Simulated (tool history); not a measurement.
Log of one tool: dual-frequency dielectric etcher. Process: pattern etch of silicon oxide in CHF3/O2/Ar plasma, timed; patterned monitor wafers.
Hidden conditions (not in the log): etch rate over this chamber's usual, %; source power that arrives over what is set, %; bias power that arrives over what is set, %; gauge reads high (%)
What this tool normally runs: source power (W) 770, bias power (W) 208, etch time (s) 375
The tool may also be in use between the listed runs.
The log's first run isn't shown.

run     day  source power (W)  bias power (W)  etch time (s)  wafers since the last listed run  hours since the last wet clean  hours since the last source power generator calibration  hours since the last bias power generator calibration  hours since the last upper electrode change  hours since the gauge calibration  read-back reference wafer on the same gauge, depth_nm  mean etch depth across the wafer (nm)
  2   2.729               910             243            375                               181                           402.3                                                   3298.9                                                 2341.4                                         4867                             1265.9                                                  982.1                                  934.6
  3   6.604               910             243            375                               257                           495.3                                                   3391.9                                                 2434.4                                         4960                             1358.9                                                  980.5                                  927.8
      7.717  -- wet clean of the chamber
  4   8.433               770             208            375                                55                            17.2                                                   3435.8                                                 2478.3                                       5003.9                             1402.8                                                  980.6                                  848.6
  5  11.721               770             208            375                               218                            96.1                                                   3514.7                                                 2557.2                                       5082.8                             1481.7                                                  980.7                                  837.3
  6  14.712               770             208            375                               198                           167.9                                                   3586.5                                                   2629                                       5154.6                             1553.5                                                  980.4                                  844.6
  7  18.929               770             208            375                               279                           269.1                                                   3687.7                                                 2730.2                                       5255.8                             1654.7                                                    981                                  841.4
  8  21.846               770             208            375                               193                           339.1                                                   3757.7                                                 2800.2                                       5325.8                             1724.7                                                  980.9                                  848.1
  9  25.617               770             208            375                               250                           429.6                                                   3848.2                                                 2890.7                                       5416.3                             1815.2                                                  980.5                                  838.8
     29.158  -- wet clean of the chamber
 10  29.196               770             208            375                               171                             0.9                                                   3934.1                                                 2976.6                                       5502.2                             1901.1                                                  980.7                                  843.4
 11  31.462               770             208          424.5                               150                            55.3                                                   3988.5                                                   3031                                       5556.6                             1955.5                                                  980.6                                  959.6
     33.046  -- source power generator calibrated
     36.354  -- upper electrode replaced
 12  36.375               770             208          424.5                               248                           173.2                                                     79.9                                                 3148.9                                          0.5                             2073.4                                                  981.1                                  954.7
 13  43.392               770             235            345                               465                           341.6                                                    248.3                                                 3317.3                                        168.9                             2241.8                                                  981.7                                  805.9
 14    46.8               770             235            345                               226                           423.4                                                    330.1                                                 3399.1                                        250.7                             2323.6                                                    981                                  809.3
 15  49.633               770             176          342.5                               187                           491.4                                                    398.1                                                 3467.1                                        318.7                             2391.6                                                  982.4                                  735.3
     51.979  -- wet clean of the chamber
 16  53.167               770             208          405.5                               168                            28.5                                                    482.9                                                 3551.9                                        403.5                             2476.4                                                  980.7                                  908.9
 17  55.725               770             208          274.5                               169                            89.9                                                    544.3                                                 3613.3                                        464.9                             2537.8                                                    980                                  615.3
 18    59.5               880             257            343                               250                           180.5                                                    634.9                                                 3703.9                                        555.5                             2628.4                                                  980.4                                  858.8
 19  63.317               670             249            434                               253                           272.1                                                    726.5                                                 3795.5                                        647.1                               2720                                                  980.8                                  979.3

Run 20 is up next; what results do you expect?
 20  66.088               690             208          406.5                               183                           338.6                                                      793                                                   3862                                        713.6                             2786.5                                                      ?                                      ?

Logged for run 20: read-back reference wafer on the same gauge, depth_nm 982.8, mean etch depth across the wafer (nm) 871.9.
With no hidden state in the tool, this same run would have given mean etch depth across the wafer (nm) 871.9.

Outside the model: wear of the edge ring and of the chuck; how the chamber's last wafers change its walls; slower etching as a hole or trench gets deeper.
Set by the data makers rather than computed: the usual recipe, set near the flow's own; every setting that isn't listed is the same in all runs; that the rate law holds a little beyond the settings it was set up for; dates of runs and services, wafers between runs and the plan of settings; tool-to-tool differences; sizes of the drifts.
